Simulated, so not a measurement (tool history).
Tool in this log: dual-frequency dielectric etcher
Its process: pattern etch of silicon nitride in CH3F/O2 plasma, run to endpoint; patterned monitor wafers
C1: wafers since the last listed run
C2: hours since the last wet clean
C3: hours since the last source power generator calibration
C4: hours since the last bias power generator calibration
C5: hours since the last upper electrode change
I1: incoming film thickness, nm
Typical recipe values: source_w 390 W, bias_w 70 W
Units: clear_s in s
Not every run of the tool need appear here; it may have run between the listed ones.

run 1 hour=0.0 | source_w=390 bias_w=70 | C1=0 C2=107.7 C3=3946.7 C4=3143.4 C5=3747.8 | I1=75.7 | clear_s=88.0
run 2 hour=12.9 | source_w=390 bias_w=70 | C1=85 C2=120.6 C3=3959.6 C4=3156.3 C5=3760.7 | I1=76.9 | clear_s=89.5
run 3 hour=38.5 | source_w=460 bias_w=70 | C1=168 C2=146.2 C3=3985.2 C4=3181.9 C5=3786.3 | I1=76.5 | clear_s=83.4
run 4 hour=139.6 | source_w=460 bias_w=70 | C1=666 C2=247.3 C3=4086.3 C4=3283.0 C5=3887.4 | I1=76.7 | clear_s=82.5
run 5 hour=173.8 | source_w=390 bias_w=77 | C1=225 C2=281.5 C3=4120.5 C4=3317.2 C5=3921.6 | I1=77.2 | clear_s=84.3
run 6 hour=192.5 | source_w=390 bias_w=77 | C1=123 C2=300.2 C3=4139.2 C4=3335.9 C5=3940.3 | I1=76.7 | clear_s=83.6
run 7 hour=220.3 | source_w=390 bias_w=77 | C1=183 C2=328.0 C3=4167.0 C4=3363.7 C5=3968.1 | I1=76.8 | clear_s=83.8
run 8 hour=236.7 | source_w=390 bias_w=84 | C1=108 C2=344.4 C3=4183.4 C4=3380.1 C5=3984.5 | I1=76.8 | clear_s=80.2
run 9 hour=265.9 | source_w=390 bias_w=70 | C1=192 C2=373.6 C3=4212.6 C4=3409.3 C5=4013.7 | I1=76.9 | clear_s=87.8
run 10 hour=290.9 | source_w=390 bias_w=70 | C1=164 C2=398.6 C3=4237.6 C4=3434.3 C5=4038.7 | I1=77.1 | clear_s=87.9
run 11 hour=304.0 | source_w=390 bias_w=70 | C1=86 C2=411.7 C3=4250.7 C4=3447.4 C5=4051.8 | I1=76.7 | clear_s=87.4
-- hour=316.5 bias power generator calibrated
run 12 hour=368.5 | source_w=390 bias_w=70 | C1=398 C2=476.2 C3=4315.2 C4=52.0 C5=4116.3 | I1=77.4 | clear_s=88.2
run 13 hour=401.9 | source_w=320 bias_w=70 | C1=220 C2=509.6 C3=4348.6 C4=85.4 C5=4149.7 | I1=77.7 | clear_s=94.3
run 14 hour=421.8 | source_w=390 bias_w=70 | C1=131 C2=529.5 C3=4368.5 C4=105.3 C5=4169.6 | I1=77.0 | clear_s=87.1
run 15 hour=444.1 | source_w=410 bias_w=70 | C1=146 C2=551.8 C3=4390.8 C4=127.6 C5=4191.9 | I1=76.8 | clear_s=85.5
run 16 hour=468.7 | source_w=410 bias_w=70 | C1=162 C2=576.4 C3=4415.4 C4=152.2 C5=4216.5 | I1=77.2 | clear_s=85.5
-- hour=504.6 wet clean of the chamber
run 17 hour=505.1 | source_w=480 bias_w=59 | C1=81 C2=0.5 C3=4451.8 C4=188.6 C5=4252.9 | I1=77.1 | clear_s=90.7
-- hour=533.1 upper electrode replaced
run 18 hour=533.6 | source_w=390 bias_w=70 | C1=29 C2=29.0 C3=4480.3 C4=217.1 C5=0.5 | I1=77.5 | clear_s=89.5
run 19 hour=553.7 | source_w=330 bias_w=70 | C1=132 C2=49.1 C3=4500.4 C4=237.2 C5=20.6 | I1=76.8 | clear_s=94.1
run 20 hour=580.8 | source_w=450 bias_w=70 | C1=178 C2=76.2 C3=4527.5 C4=264.3 C5=47.7 | I1=77.1 | clear_s=84.5
run 21 hour=616.8 | source_w=390 bias_w=70 | C1=237 C2=112.2 C3=4563.5 C4=300.3 C5=83.7 | I1=76.9 | clear_s=88.8
run 22 hour=647.5 | source_w=420 bias_w=70 | C1=202 C2=142.9 C3=4594.2 C4=331.0 C5=114.4 | I1=77.1 | clear_s=86.6
run 23 hour=678.2 | source_w=390 bias_w=64 | C1=202 C2=173.6 C3=4624.9 C4=361.7 C5=145.1 | I1=77.3 | clear_s=93.7
run 24 hour=695.5 | source_w=310 bias_w=82 | C1=114 C2=190.9 C3=4642.2 C4=379.0 C5=162.4 | I1=76.6 | clear_s=87.5
-- hour=705.4 source power generator calibrated
run 25 hour=725.0 | source_w=390 bias_w=70 | C1=168 C2=220.4 C3=19.6 C4=408.5 C5=191.9 | I1=77.5 | clear_s=88.8
run 26 hour=812.6 | source_w=310 bias_w=59 | C1=577 C2=308.0 C3=107.2 C4=496.1 C5=279.5 | I1=77.2 | clear_s=104.5
run 27 hour=846.2 | source_w=440 bias_w=56 | C1=221 C2=341.6 C3=140.8 C4=529.7 C5=313.1 | I1=76.6 | clear_s=94.2
run 28 hour=861.5 | source_w=390 bias_w=70 | C1=100 C2=356.9 C3=156.1 C4=545.0 C5=328.4 | I1=77.1 | clear_s=87.9
run 29 hour=894.5 | source_w=430 bias_w=61 | C1=217 C2=389.9 C3=189.1 C4=578.0 C5=361.4 | I1=77.0 | clear_s=91.2
run 30 hour=914.9 | source_w=440 bias_w=54 | C1=134 C2=410.3 C3=209.5 C4=598.4 C5=381.8 | I1=77.0 | clear_s=96.7
run 31 hour=941.4 | source_w=300 bias_w=77 | C1=174 C2=436.8 C3=236.0 C4=624.9 C5=408.3 | I1=76.3 | clear_s=90.3
run 32 hour=969.7 | source_w=470 bias_w=77 | C1=186 C2=465.1 C3=264.3 C4=653.2 C5=436.6 | I1=77.1 | clear_s=77.6

4 ways to go on from here, each from the tool as it stands after run 32. What would each give?
run A hour=970.2 | source_w=430 bias_w=70 | C1=3 C2=465.6 C3=264.8 C4=653.7 C5=437.1 | I1=77.8 | clear_s=?
run B hour=970.2 | source_w=390 bias_w=65 | C1=3 C2=465.6 C3=264.8 C4=653.7 C5=437.1 | I1=77.8 | clear_s=?
run C hour=970.2 | source_w=470 bias_w=60 | C1=3 C2=465.6 C3=264.8 C4=653.7 C5=437.1 | I1=77.8 | clear_s=?
run D hour=970.2 | source_w=360 bias_w=80 | C1=3 C2=465.6 C3=264.8 C4=653.7 C5=437.1 | I1=77.8 | clear_s=?

run=A clear_s=85.0
run=B clear_s=91.6
run=C clear_s=89.3
run=D clear_s=84.4
The same runs, with their run-to-run variation unchanged, on a tool lacking any hidden condition would have given:
run=A clear_s=87.3
run=B clear_s=94.1
run=C clear_s=91.7
run=D clear_s=86.7
